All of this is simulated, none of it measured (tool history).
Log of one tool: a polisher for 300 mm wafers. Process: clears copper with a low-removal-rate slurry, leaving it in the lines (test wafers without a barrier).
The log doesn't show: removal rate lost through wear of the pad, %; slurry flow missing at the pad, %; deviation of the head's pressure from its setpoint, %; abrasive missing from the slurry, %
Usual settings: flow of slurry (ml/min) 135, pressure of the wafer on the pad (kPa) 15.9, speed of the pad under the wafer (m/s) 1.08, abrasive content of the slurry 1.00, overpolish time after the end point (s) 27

run    hour  flow of slurry (ml/min)  pressure of the wafer on the pad (kPa)  speed of the pad under the wafer (m/s)  abrasive content of the slurry  overpolish time after the end point (s)  wafers since the last listed run  wafers polished on this pad  hours since the slurry nozzle was cleaned  hours since the head pressure was calibrated  hours since the slurry blender was calibrated  incoming thickness of the incoming film, nm  time until the end point was called (s)  dishing of a wide line in a test structure (angstrom)
  1     0.0                      160                                    15.9                                    1.08                            1.00                                       27                                 0                          445                                      627.1                                         564.8                                          117.4                                        372.8                                    130.2                                                    537
       28.2  -- slurry nozzle cleaned
  2    68.8                      160                                    15.9                                    1.08                            1.00                                       27                               521                          966                                       40.6                                         633.6                                          186.2                                        376.3                                    137.4                                                    517
  3   118.5                      160                                    15.9                                    1.08                            1.00                                       27                               382                         1348                                       90.3                                         683.3                                          235.9                                        371.7                                    136.3                                                    500
  4   180.1                      135                                    15.9                                    1.08                            1.00                                       27                               473                         1822                                      151.9                                         744.9                                          297.5                                        373.6                                    148.8                                                    505
      216.1  -- slurry blender recalibrated
      262.5  -- worn pad replaced by a new one
  5   280.1                      135                                    15.9                                    1.08                            1.00                                       27                               722                          135                                      251.9                                         844.9                                           64.0                                        377.3                                    137.8                                                    514
  6   367.9                      135                                    15.9                                    1.08                            1.00                                       27                               674                          810                                      339.7                                         932.7                                          151.8                                        369.1                                    138.7                                                    504
  7   458.6                      135                                    15.9                                    1.08                            1.00                                       27                               697                         1507                                      430.4                                        1023.4                                          242.5                                        381.8                                    143.9                                                    521
  8   519.7                      135                                    15.9                                    1.08                            1.00                                       27                               469                         1977                                      491.5                                        1084.5                                          303.6                                        376.9                                    139.4                                                    496
      539.6  -- worn pad replaced by a new one
      561.2  -- slurry blender recalibrated
      587.2  -- head pressure recalibrated
  9   619.2                      135                                    15.9                                    1.08                            1.00                                       27                               703                          580                                      591.0                                          32.0                                           58.0                                        370.9                                    138.2                                                    536
      747.3  -- slurry nozzle cleaned
      825.5  -- worn pad replaced by a new one
      877.4  -- slurry blender recalibrated
 10   915.2                      135                                    11.0                                    0.74                            0.85                                       40                              2221                          674                                      167.9                                         328.0                                           37.8                                        368.5                                    280.3                                                    383
 11  1012.4                      135                                    15.9                                    1.08                            1.30                                       27                               747                         1421                                      265.1                                         425.2                                          135.0                                        370.7                                    131.3                                                    523
 12  1117.0                      175                                    19.3                                    1.08                            1.20                                       27                               804                         2225                                      369.7                                         529.8                                          239.6                                        375.8                                    107.1                                                    633
     1184.4  -- worn pad replaced by a new one
     1217.6  -- slurry blender recalibrated
 13  1222.9                      135                                    15.9                                    1.08                            1.30                                       27                               767                          280                                      475.6                                         635.7                                            5.3                                        374.8                                    118.8                                                    578
 14  1293.5                      150                                    15.9                                    1.08                            1.00                                       16                               542                          823                                      546.2                                         706.3                                           75.9                                        375.4                                    136.2                                                    340
 15  1348.6                      150                                    15.9                                    1.08                            1.00                                       16                               423                         1246                                      601.3                                         761.4                                          131.0                                        374.5                                    132.8                                                    332
 16  1409.4                      165                                    20.0                                    1.22                            1.00                                       22                               467                         1713                                      662.1                                         822.2                                          191.8                                        379.5                                    100.6                                                    590
     1462.5  -- slurry nozzle cleaned
 17  1503.7                      135                                    15.9                                    1.08                            1.30                                       36                               717                         2431                                       41.2                                         916.5                                          286.1                                        381.2                                    138.4                                                    670
     1506.1  -- slurry blender recalibrated
     1553.6  -- worn pad replaced by a new one
 18  1564.8                      165                                    15.9                                    0.86                            1.00                                       27                               423                           86                                      102.3                                         977.6                                           58.7                                        379.9                                    161.4                                                    451
 19  1617.3                      135                                    15.9                                    0.98                            1.00                                       27                               403                          490                                      154.8                                        1030.1                                          111.2                                        375.6                                    156.1                                                    474

5 ways to go on from here, each from the tool as it stands after run 19. What would each give?
  A  1617.8                      135                                    15.9                                    1.08                            1.00                                       27                                 3                          493                                      155.3                                        1030.6                                          111.7                                        378.5                                        ?                                                      ?
  B  1617.8                      135                                    11.7                                    1.08                            1.00                                       12                                 3                          493                                      155.3                                        1030.6                                          111.7                                        378.5                                        ?                                                      ?
  C  1617.8                      135                                    20.0                                    1.08                            1.00                                       27                                 3                          493                                      155.3                                        1030.6                                          111.7                                        378.5                                        ?                                                      ?
  D  1617.8                      135                                    15.9                                    0.92                            1.20                                       35                                 3                          493                                      155.3                                        1030.6                                          111.7                                        378.5                                        ?                                                      ?
  E  1617.8                      120                                    15.9                                    1.42                            1.00                                       15                                 3                          493                                      155.3                                        1030.6                                          111.7                                        378.5                                        ?                                                      ?

run  time until the end point was called (s)  dishing of a wide line in a test structure (angstrom)
  A                                    142.8                                                    503
  B                                    193.2                                                    186
  C                                    113.3                                                    619
  D                                    157.7                                                    572
  E                                    114.1                                                    370
Without the tool's hidden state the same runs would have given:
run  time until the end point was called (s)  dishing of a wide line in a test structure (angstrom)
  A                                    131.0                                                    539
  B                                    177.3                                                    201
  C                                    103.9                                                    662
  D                                    144.4                                                    612
  E                                    104.7                                                    399
